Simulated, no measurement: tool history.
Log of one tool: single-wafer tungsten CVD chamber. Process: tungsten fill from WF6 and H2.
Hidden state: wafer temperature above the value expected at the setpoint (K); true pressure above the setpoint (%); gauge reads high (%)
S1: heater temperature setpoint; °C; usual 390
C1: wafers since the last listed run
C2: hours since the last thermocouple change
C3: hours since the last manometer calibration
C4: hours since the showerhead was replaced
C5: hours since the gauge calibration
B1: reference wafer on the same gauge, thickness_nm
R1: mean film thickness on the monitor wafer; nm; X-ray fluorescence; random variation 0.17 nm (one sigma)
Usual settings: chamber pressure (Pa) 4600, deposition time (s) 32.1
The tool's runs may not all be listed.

run 1 hour=0.0 | S1=390 chamber_pressure_(Pa)=5320 deposition_time_(s)=32.1 | C1=0 C2=2829.8 C3=1539.4 C4=6065.6 C5=142.5 | B1=66.391 | R1=86.221
run 2 hour=7.9 | S1=390 chamber_pressure_(Pa)=5320 deposition_time_(s)=32.1 | C1=167 C2=2837.7 C3=1547.3 C4=6073.5 C5=150.4 | B1=66.454 | R1=85.976
run 3 hour=19.7 | S1=395 chamber_pressure_(Pa)=4600 deposition_time_(s)=35.4 | C1=250 C2=2849.5 C3=1559.1 C4=6085.3 C5=162.2 | B1=66.419 | R1=99.010
run 4 hour=32.0 | S1=395 chamber_pressure_(Pa)=4600 deposition_time_(s)=35.4 | C1=261 C2=2861.8 C3=1571.4 C4=6097.6 C5=174.5 | B1=66.417 | R1=98.588
run 5 hour=46.9 | S1=395 chamber_pressure_(Pa)=4600 deposition_time_(s)=35.4 | C1=316 C2=2876.7 C3=1586.3 C4=6112.5 C5=189.4 | B1=66.390 | R1=98.694
run 6 hour=61.6 | S1=390 chamber_pressure_(Pa)=4600 deposition_time_(s)=32.1 | C1=312 C2=2891.4 C3=1601.0 C4=6127.2 C5=204.1 | B1=66.401 | R1=82.653
run 7 hour=78.7 | S1=390 chamber_pressure_(Pa)=4600 deposition_time_(s)=32.1 | C1=362 C2=2908.5 C3=1618.1 C4=6144.3 C5=221.2 | B1=66.396 | R1=82.490
run 8 hour=89.3 | S1=390 chamber_pressure_(Pa)=4600 deposition_time_(s)=32.1 | C1=224 C2=2919.1 C3=1628.7 C4=6154.9 C5=231.8 | B1=66.432 | R1=82.106
run 9 hour=102.4 | S1=390 chamber_pressure_(Pa)=4600 deposition_time_(s)=27.4 | C1=278 C2=2932.2 C3=1641.8 C4=6168.0 C5=244.9 | B1=66.379 | R1=70.300
run 10 hour=108.9 | S1=390 chamber_pressure_(Pa)=4600 deposition_time_(s)=27.4 | C1=137 C2=2938.7 C3=1648.3 C4=6174.5 C5=251.4 | B1=66.420 | R1=70.548
-- hour=122.5 showerhead replaced
run 11 hour=123.0 | S1=390 chamber_pressure_(Pa)=5280 deposition_time_(s)=34.4 | C1=129 C2=2952.8 C3=1662.4 C4=0.5 C5=265.5 | B1=66.384 | R1=91.985
run 12 hour=131.1 | S1=390 chamber_pressure_(Pa)=5280 deposition_time_(s)=34.4 | C1=171 C2=2960.9 C3=1670.5 C4=8.6 C5=273.6 | B1=66.387 | R1=91.985
run 13 hour=140.9 | S1=390 chamber_pressure_(Pa)=5280 deposition_time_(s)=34.4 | C1=208 C2=2970.7 C3=1680.3 C4=18.4 C5=283.4 | B1=66.405 | R1=92.051
run 14 hour=153.9 | S1=390 chamber_pressure_(Pa)=4920 deposition_time_(s)=32.1 | C1=275 C2=2983.7 C3=1693.3 C4=31.4 C5=296.4 | B1=66.392 | R1=84.528
run 15 hour=164.2 | S1=377 chamber_pressure_(Pa)=4120 deposition_time_(s)=34.0 | C1=218 C2=2994.0 C3=1703.6 C4=41.7 C5=306.7 | B1=66.378 | R1=67.383
-- hour=170.4 gauge calibrated
run 16 hour=172.2 | S1=381 chamber_pressure_(Pa)=3906 deposition_time_(s)=33.8 | C1=169 C2=3002.0 C3=1711.6 C4=49.7 C5=1.8 | B1=66.395 | R1=70.880
-- hour=188.6 capacitance manometer re-zeroed and calibrated
run 17 hour=189.1 | S1=397 chamber_pressure_(Pa)=3760 deposition_time_(s)=32.1 | C1=188 C2=3018.9 C3=0.5 C4=66.6 C5=18.7 | B1=66.385 | R1=87.454
-- hour=199.6 thermocouple changed; heater temperature recalibrated
run 18 hour=215.6 | S1=390 chamber_pressure_(Pa)=4600 deposition_time_(s)=32.1 | C1=392 C2=16.0 C3=27.0 C4=93.1 C5=45.2 | B1=66.400 | R1=67.147
run 19 hour=235.4 | S1=403 chamber_pressure_(Pa)=4600 deposition_time_(s)=34.8 | C1=420 C2=35.8 C3=46.8 C4=112.9 C5=65.0 | B1=66.398 | R1=91.121
-- hour=246.3 thermocouple changed; heater temperature recalibrated, repeated, since the last time left the tool worse
run 20 hour=246.8 | S1=402 chamber_pressure_(Pa)=3786 deposition_time_(s)=27.0 | C1=72 C2=0.5 C3=58.2 C4=124.3 C5=76.4 | B1=66.434 | R1=74.365
run 21 hour=260.1 | S1=390 chamber_pressure_(Pa)=4280 deposition_time_(s)=36.8 | C1=282 C2=13.8 C3=71.5 C4=137.6 C5=89.7 | B1=66.435 | R1=85.676
run 22 hour=267.2 | S1=400 chamber_pressure_(Pa)=4973 deposition_time_(s)=34.7 | C1=150 C2=20.9 C3=78.6 C4=144.7 C5=96.8 | B1=66.374 | R1=99.578
run 23 hour=285.1 | S1=402 chamber_pressure_(Pa)=3786 deposition_time_(s)=27.0 | C1=379 C2=38.8 C3=96.5 C4=162.6 C5=114.7 | B1=66.404 | R1=74.505

The next listed run, before its measurement:
run 24 hour=300.7 | S1=403 chamber_pressure_(Pa)=3613 deposition_time_(s)=37.8 | C1=331 C2=54.4 C3=112.1 C4=178.2 C5=130.3 | B1=? | R1=?

{"run 24": {"B1": 66.394, "R1": 104.492}}
Without the tool's hidden state the same run would have given R1 104.576 nm.
